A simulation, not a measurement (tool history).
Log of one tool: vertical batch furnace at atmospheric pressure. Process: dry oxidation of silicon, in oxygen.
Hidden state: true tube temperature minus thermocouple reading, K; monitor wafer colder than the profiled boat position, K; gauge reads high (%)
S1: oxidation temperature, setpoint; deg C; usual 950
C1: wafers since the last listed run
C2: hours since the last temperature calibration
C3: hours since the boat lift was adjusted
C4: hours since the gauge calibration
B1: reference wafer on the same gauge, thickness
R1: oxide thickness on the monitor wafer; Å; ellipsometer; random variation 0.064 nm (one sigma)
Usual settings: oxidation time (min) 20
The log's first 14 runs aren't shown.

run 15 hour=196.8 | S1=950 oxidation_time_(min)=20 | C1=157 C2=13.7 C3=3088.2 C4=388.6 | B1=38.99 | R1=423.1
run 16 hour=212.5 | S1=969 oxidation_time_(min)=16 | C1=294 C2=29.4 C3=3103.9 C4=404.3 | B1=38.97 | R1=422.7
run 17 hour=231.7 | S1=938 oxidation_time_(min)=15.5 | C1=359 C2=48.6 C3=3123.1 C4=423.5 | B1=38.95 | R1=403.5
-- hour=269.1 gauge calibrated
-- hour=286.1 boat lift adjusted
run 18 hour=286.6 | S1=938 oxidation_time_(min)=15.5 | C1=578 C2=103.5 C3=0.5 C4=17.5 | B1=39.17 | R1=408.1
run 19 hour=301 | S1=938 oxidation_time_(min)=15.5 | C1=269 C2=117.9 C3=14.9 C4=31.9 | B1=39.17 | R1=406.8
run 20 hour=312.9 | S1=938 oxidation_time_(min)=11 | C1=222 C2=129.8 C3=26.8 C4=43.8 | B1=39.16 | R1=395.8
run 21 hour=320.4 | S1=961 oxidation_time_(min)=29.5 | C1=140 C2=137.3 C3=34.3 C4=51.3 | B1=39.16 | R1=464
run 22 hour=338.6 | S1=961 oxidation_time_(min)=15.5 | C1=340 C2=155.5 C3=52.5 C4=69.5 | B1=39.16 | R1=418.2
run 23 hour=356 | S1=950 oxidation_time_(min)=20 | C1=325 C2=172.9 C3=69.9 C4=86.9 | B1=39.16 | R1=425.2
run 24 hour=364.4 | S1=972 oxidation_time_(min)=13.5 | C1=157 C2=181.3 C3=78.3 C4=95.3 | B1=39.16 | R1=416
run 25 hour=378.9 | S1=970 oxidation_time_(min)=26.5 | C1=271 C2=195.8 C3=92.8 C4=109.8 | B1=39.15 | R1=461.3
run 26 hour=387.6 | S1=950 oxidation_time_(min)=20 | C1=162 C2=204.5 C3=101.5 C4=118.5 | B1=39.15 | R1=425.8
run 27 hour=400 | S1=933 oxidation_time_(min)=20 | C1=232 C2=216.9 C3=113.9 C4=130.9 | B1=39.16 | R1=413.6

The next listed run, before its measurement:
run 28 hour=417.2 | S1=935 oxidation_time_(min)=27.5 | C1=322 C2=234.1 C3=131.1 C4=148.1 | B1=? | R1=?

{"run 28": {"B1": 39.13, "R1": 433.2}}
Without the tool's hidden state the same run would have given R1 433.9 Å.

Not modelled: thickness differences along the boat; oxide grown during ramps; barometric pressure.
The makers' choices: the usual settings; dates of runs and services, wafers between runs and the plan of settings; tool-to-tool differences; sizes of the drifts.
